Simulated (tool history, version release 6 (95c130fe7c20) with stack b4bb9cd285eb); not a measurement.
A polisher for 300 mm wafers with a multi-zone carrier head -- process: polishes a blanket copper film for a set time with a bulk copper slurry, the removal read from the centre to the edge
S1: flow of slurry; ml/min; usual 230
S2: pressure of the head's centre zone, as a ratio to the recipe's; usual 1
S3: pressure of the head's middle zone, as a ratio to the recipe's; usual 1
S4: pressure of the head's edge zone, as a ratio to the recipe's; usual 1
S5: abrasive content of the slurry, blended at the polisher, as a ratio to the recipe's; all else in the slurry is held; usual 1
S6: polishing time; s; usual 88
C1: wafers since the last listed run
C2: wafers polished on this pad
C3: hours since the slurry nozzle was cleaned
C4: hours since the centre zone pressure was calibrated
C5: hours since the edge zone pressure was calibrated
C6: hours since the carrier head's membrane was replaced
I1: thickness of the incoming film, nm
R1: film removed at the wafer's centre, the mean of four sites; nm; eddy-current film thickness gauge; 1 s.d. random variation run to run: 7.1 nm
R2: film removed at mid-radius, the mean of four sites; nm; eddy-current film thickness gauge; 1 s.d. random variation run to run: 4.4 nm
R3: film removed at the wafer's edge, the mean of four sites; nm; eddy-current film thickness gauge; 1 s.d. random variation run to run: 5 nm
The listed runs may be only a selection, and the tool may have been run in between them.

run 1 hour=0 | S1=230 S2=0.96 S3=1 S4=1 S5=1 S6=103 | C1=0 C2=287 C3=165.2 C4=503.3 C5=1541 C6=1332.5 | I1=2183.1 | R1=600.8 R2=640.8 R3=655.8
run 2 hour=15.4 | S1=230 S2=0.96 S3=1 S4=1 S5=1 S6=103 | C1=158 C2=446 C3=180.6 C4=518.7 C5=1556.4 C6=1347.9 | I1=2142.7 | R1=602.7 R2=632.7 R3=636.9
run 3 hour=24.6 | S1=230 S2=0.96 S3=1 S4=1 S5=1 S6=103 | C1=94 C2=541 C3=189.8 C4=527.9 C5=1565.6 C6=1357.1 | I1=2182.6 | R1=590.2 R2=627 R3=635.5
run 4 hour=37.8 | S1=230 S2=1 S3=1 S4=1.03 S5=1 S6=88 | C1=136 C2=677 C3=203 C4=541.1 C5=1578.8 C6=1370.3 | I1=2158.1 | R1=519 R2=521.7 R3=543.4
run 5 hour=55.5 | S1=230 S2=1 S3=1 S4=1.03 S5=1 S6=88 | C1=182 C2=859 C3=220.7 C4=558.8 C5=1596.5 C6=1388 | I1=2179.7 | R1=501.7 R2=512.3 R3=531.8
run 6 hour=67.4 | S1=230 S2=1 S3=1 S4=1.03 S5=1 S6=88 | C1=122 C2=982 C3=232.6 C4=570.7 C5=1608.4 C6=1399.9 | I1=2203.4 | R1=500.9 R2=506.2 R3=521.1
-- hour=79.1 carrier head's membrane replaced by a new one
run 7 hour=82 | S1=230 S2=0.95 S3=1 S4=1 S5=0.9 S6=88 | C1=98 C2=1081 C3=247.2 C4=585.3 C5=1623 C6=2.9 | I1=2190.5 | R1=454.3 R2=482.6 R3=493
-- hour=90.6 worn pad replaced by a new one
run 8 hour=91.1 | S1=230 S2=1 S3=1 S4=1 S5=1 S6=88 | C1=52 C2=4 C3=256.3 C4=594.4 C5=1632.1 C6=12 | I1=2202.6 | R1=544.6 R2=543.3 R3=562.2
-- hour=94.9 centre zone pressure recalibrated
run 9 hour=106 | S1=230 S2=1 S3=1 S4=1 S5=1 S6=88 | C1=132 C2=137 C3=271.2 C4=11.1 C5=1647 C6=26.9 | I1=2202 | R1=522.9 R2=538.5 R3=546.9
-- hour=117.2 edge zone pressure recalibrated
run 10 hour=117.7 | S1=230 S2=1 S3=1 S4=1 S5=1 S6=88 | C1=99 C2=237 C3=282.9 C4=22.8 C5=0.5 C6=38.6 | I1=2159.2 | R1=531 R2=528.7 R3=545.4
run 11 hour=132.6 | S1=230 S2=1 S3=1 S4=1 S5=1.2 S6=88 | C1=153 C2=391 C3=297.8 C4=37.7 C5=15.4 C6=53.5 | I1=2202.3 | R1=534.8 R2=543.9 R3=563.3
run 12 hour=145.7 | S1=285 S2=0.89 S3=0.92 S4=1 S5=1 S6=98 | C1=134 C2=526 C3=310.9 C4=50.8 C5=28.5 C6=66.6 | I1=2164.4 | R1=524.3 R2=544 R3=601.5
run 13 hour=162.6 | S1=230 S2=1 S3=1 S4=1 S5=1 S6=88 | C1=174 C2=700 C3=327.8 C4=67.7 C5=45.4 C6=83.5 | I1=2226.5 | R1=491.8 R2=494.3 R3=515.2
run 14 hour=173.1 | S1=175 S2=1 S3=1 S4=1 S5=1 S6=88 | C1=108 C2=808 C3=338.3 C4=78.2 C5=55.9 C6=94 | I1=2156.9 | R1=431.8 R2=449.5 R3=483.9
-- hour=180.7 slurry nozzle cleaned
run 15 hour=186.1 | S1=230 S2=1 S3=1.05 S4=1.04 S5=0.9 S6=88 | C1=123 C2=932 C3=5.4 C4=91.2 C5=68.9 C6=107 | I1=2147.9 | R1=510.7 R2=535 R3=538.8
run 16 hour=194.5 | S1=285 S2=1.08 S3=1 S4=1 S5=1.15 S6=67 | C1=86 C2=1018 C3=13.8 C4=99.6 C5=77.3 C6=115.4 | I1=2188.3 | R1=457.9 R2=430.2 R3=430.6
run 17 hour=204.8 | S1=310 S2=1 S3=1 S4=1 S5=1.2 S6=88 | C1=106 C2=1124 C3=24.1 C4=109.9 C5=87.6 C6=125.7 | I1=2163.8 | R1=562 R2=571 R3=567.3
run 18 hour=216.1 | S1=230 S2=1 S3=1 S4=1 S5=1 S6=88 | C1=116 C2=1241 C3=35.4 C4=121.2 C5=98.9 C6=137 | I1=2223.1 | R1=520.1 R2=517.1 R3=524
run 19 hour=231.2 | S1=160 S2=1.1 S3=1 S4=1 S5=1 S6=88 | C1=155 C2=1396 C3=50.5 C4=136.3 C5=114 C6=152.1 | I1=2210.8 | R1=502.5 R2=464.3 R3=490.3

4 ways to go on from here, each from the tool as it stands after run 19. What would each give?
run A hour=231.7 | S1=230 S2=1 S3=1 S4=1 S5=1 S6=88 | C1=5 C2=1401 C3=51 C4=136.8 C5=114.5 C6=152.6 | I1=2206.7 | R1=? R2=? R3=?
run B hour=231.7 | S1=230 S2=1 S3=1.11 S4=1 S5=1 S6=62 | C1=5 C2=1401 C3=51 C4=136.8 C5=114.5 C6=152.6 | I1=2206.7 | R1=? R2=? R3=?
run C hour=231.7 | S1=270 S2=1.05 S3=0.89 S4=1 S5=1 S6=99 | C1=5 C2=1401 C3=51 C4=136.8 C5=114.5 C6=152.6 | I1=2206.7 | R1=? R2=? R3=?
run D hour=231.7 | S1=310 S2=1 S3=0.89 S4=0.96 S5=1.2 S6=88 | C1=5 C2=1401 C3=51 C4=136.8 C5=114.5 C6=152.6 | I1=2206.7 | R1=? R2=? R3=?

run=A R1=506.8 R2=501.3 R3=512.2
run=B R1=357.3 R2=386 R3=360.4
run=C R1=610.9 R2=522.7 R3=586.6
run=D R1=553.5 R2=495.1 R3=542.6
The same runs, with their run-to-run variation unchanged, on a tool lacking any hidden condition would have given:
run=A R1=584.5 R2=577.6 R3=588.9
run=B R1=412.1 R2=444.7 R3=414.3
run=C R1=703.5 R2=601.4 R3=673.7
run=D R1=636.7 R2=569.1 R3=622.7
